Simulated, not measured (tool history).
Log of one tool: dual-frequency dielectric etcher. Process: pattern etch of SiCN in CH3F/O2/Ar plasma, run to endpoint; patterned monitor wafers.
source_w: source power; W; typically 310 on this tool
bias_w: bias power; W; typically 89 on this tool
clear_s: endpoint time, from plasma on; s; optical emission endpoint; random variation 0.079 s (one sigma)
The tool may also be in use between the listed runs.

run     day  source_w  bias_w  wafers since the last listed run  hours since the last wet clean  hours since the last source power generator calibration  hours since the last bias power generator calibration  hours since the last upper electrode change  incoming incoming film thickness, nm  clear_s
  1       0       310      89                                 0                            93.2                                                   1655.5                                                 2480.4                                       4254.5                                  9.63     25.1
  2   1.696       310      89                               637                           133.9                                                   1696.2                                                 2521.1                                       4295.2                                  9.67     25.4
  3   2.717       310      89                               383                           158.4                                                   1720.7                                                 2545.6                                       4319.7                                  9.63     25.2
  4   7.904       350     100                              1950                           282.9                                                   1845.2                                                 2670.1                                       4444.2                                  9.63     23.8
  5  10.188       350     100                               858                           337.7                                                     1900                                                 2724.9                                         4499                                   9.7       24
  6  11.538       350     100                               507                           370.1                                                   1932.4                                                 2757.3                                       4531.4                                  9.67     23.8
  7  13.392       310      89                               697                           414.6                                                   1976.9                                                 2801.8                                       4575.9                                  9.74     25.9
     15.112  -- wet clean of the chamber
  8   15.85       310      89                               548                            17.7                                                   2035.9                                                 2860.8                                       4634.9                                  9.64     25.2
  9  18.533       310      89                              1008                            82.1                                                   2100.3                                                 2925.2                                       4699.3                                  9.71     25.6
 10  20.854       250      89                               872                           137.8                                                     2156                                                 2980.9                                         4755                                  9.63     26.3
 11  22.779       310      89                               723                             184                                                   2202.2                                                 3027.1                                       4801.2                                  9.67     25.4
     23.292  -- bias power generator calibrated
 12  24.521       370      81                               592                           225.8                                                     2244                                                   29.5                                         4843                                   9.7     25.3
 13  27.258       310     106                              1029                           291.5                                                   2309.7                                                   95.2                                       4908.7                                  9.71     24.1
     28.329  -- source power generator calibrated
 14  28.946       260      76                               571                             332                                                     14.8                                                  135.7                                       4949.2                                   9.7     27.9
 15  30.742       260      78                               675                           375.1                                                     57.9                                                  178.8                                       4992.3                                   9.8     28.1
     32.429  -- wet clean of the chamber
     32.917  -- upper electrode replaced
 16  32.967       310      89                               278                            12.9                                                    111.3                                                  232.2                                          1.2                                  9.76     25.4
 17  35.529       310      77                               963                            74.4                                                    172.8                                                  293.7                                         62.7                                  9.74     26.5
 18  37.254       260      76                               648                           115.8                                                    214.2                                                  335.1                                        104.1                                  9.65     27.6
 19  38.692       350      73                               540                           150.3                                                    248.7                                                  369.6                                        138.6                                  9.65     26.2
 20  41.612       250      77                              1098                           220.4                                                    318.8                                                  439.7                                        208.7                                  9.84     28.4

3 ways to go on from here, each from the tool as it stands after run 20. What would each give?
  A  41.629       310      89                                 6                           220.8                                                    319.2                                                  440.1                                        209.1                                  9.71        ?
  B  41.629       370      75                                 6                           220.8                                                    319.2                                                  440.1                                        209.1                                  9.71        ?
  C  41.629       310     108                                 6                           220.8                                                    319.2                                                  440.1                                        209.1                                  9.71        ?

run  clear_s
  A     25.6
  B     25.9
  C     24.1
What these runs would have given with no unlogged condition in the tool:
run  clear_s
  A     25.5
  B     25.8
  C     23.9
